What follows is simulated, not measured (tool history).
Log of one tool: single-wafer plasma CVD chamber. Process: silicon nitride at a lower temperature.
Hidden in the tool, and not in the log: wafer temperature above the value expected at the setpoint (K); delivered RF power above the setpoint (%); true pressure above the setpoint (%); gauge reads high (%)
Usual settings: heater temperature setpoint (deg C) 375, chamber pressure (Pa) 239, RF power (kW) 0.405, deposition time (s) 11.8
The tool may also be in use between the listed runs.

run   hour  heater temperature setpoint (deg C)  chamber pressure (Pa)  RF power (kW)  deposition time (s)  wafers since the last listed run  hours since the last thermocouple change  hours since the last RF generator calibration  hours since the last manometer calibration  hours since the showerhead was replaced  hours since the gauge calibration  read-back reference wafer on the same gauge, thickness_nm  mean film thickness on the monitor wafer (Å)
  1    0.0                                  375                    239          0.405                 11.8                                 0                                    2273.2                                         1583.2                                      1885.2                                   3357.6                                5.7                                                     16.703                                        154.42
  2   17.4                                  375                    239          0.405                 11.8                               526                                    2290.6                                         1600.6                                      1902.6                                   3375.0                               23.1                                                     16.706                                        154.03
  3   26.0                                  375                    239          0.405                 11.8                               260                                    2299.2                                         1609.2                                      1911.2                                   3383.6                               31.7                                                     16.703                                        153.94
  4   36.5                                  375                    253          0.405                 11.8                               317                                    2309.7                                         1619.7                                      1921.7                                   3394.1                               42.2                                                     16.699                                        156.32
  5   46.5                                  375                    253          0.405                 11.8                               302                                    2319.7                                         1629.7                                      1931.7                                   3404.1                               52.2                                                     16.708                                        156.00
  6   63.7                                  375                    253          0.405                 11.8                               520                                    2336.9                                         1646.9                                      1948.9                                   3421.3                               69.4                                                     16.702                                        155.90
      78.8  -- capacitance manometer re-zeroed and calibrated
      83.0  -- showerhead replaced, of another model than before
      84.1  -- RF generator calibrated
  7   84.6                                  375                    239          0.405                 11.8                               228                                    2357.8                                            0.5                                         5.8                                      1.6                               90.3                                                     16.704                                        165.88
      94.9  -- thermocouple changed; heater temperature recalibrated
  8   95.4                                  375                    272          0.405                 11.8                                84                                       0.5                                           11.3                                        16.6                                     12.4                              101.1                                                     16.703                                        172.09
  9  109.5                                  379                    239          0.405                 12.5                               426                                      14.6                                           25.4                                        30.7                                     26.5                              115.2                                                     16.698                                        175.59
     115.1  -- gauge calibrated
 10  126.3                                  375                    239          0.405                 11.8                               508                                      31.4                                           42.2                                        47.5                                     43.3                               11.2                                                     16.692                                        165.73
 11  144.3                                  387                    239          0.465                 11.1                               544                                      49.4                                           60.2                                        65.5                                     61.3                               29.2                                                     16.696                                        171.15
 12  151.8                                  368                    239          0.480                 11.8                               227                                      56.9                                           67.7                                        73.0                                     68.8                               36.7                                                     16.702                                        187.67
 13  159.7                                  375                    239          0.370                 11.8                               239                                      64.8                                           75.6                                        80.9                                     76.7                               44.6                                                     16.694                                        154.63
 14  166.6                                  375                    239          0.405                 11.8                               208                                      71.7                                           82.5                                        87.8                                     83.6                               51.5                                                     16.703                                        166.03

5 ways to go on from here, each from the tool as it stands after run 14. What would each give?
  A  167.0                                  387                    239          0.405                 11.8                                12                                      72.1                                           82.9                                        88.2                                     84.0                               51.9                                                          ?                                             ?
  B  167.0                                  375                    296          0.480                 10.0                                12                                      72.1                                           82.9                                        88.2                                     84.0                               51.9                                                          ?                                             ?
  C  167.0                                  375                    199          0.470                  9.8                                12                                      72.1                                           82.9                                        88.2                                     84.0                               51.9                                                          ?                                             ?
  D  167.0                                  365                    265          0.355                 10.1                                12                                      72.1                                           82.9                                        88.2                                     84.0                               51.9                                                          ?                                             ?
  E  167.0                                  375                    259          0.405                 11.8                                12                                      72.1                                           82.9                                        88.2                                     84.0                               51.9                                                          ?                                             ?

run  read-back reference wafer on the same gauge, thickness_nm  mean film thickness on the monitor wafer (Å)
  A                                                     16.702                                        164.80
  B                                                     16.702                                        168.14
  C                                                     16.702                                        145.32
  D                                                     16.702                                        132.37
  E                                                     16.702                                        169.56
Without the tool's hidden state the same runs would have given:
run  mean film thickness on the monitor wafer (Å)
  A                                        166.89
  B                                        170.06
  C                                        147.08
  D                                        134.16
  E                                        171.71

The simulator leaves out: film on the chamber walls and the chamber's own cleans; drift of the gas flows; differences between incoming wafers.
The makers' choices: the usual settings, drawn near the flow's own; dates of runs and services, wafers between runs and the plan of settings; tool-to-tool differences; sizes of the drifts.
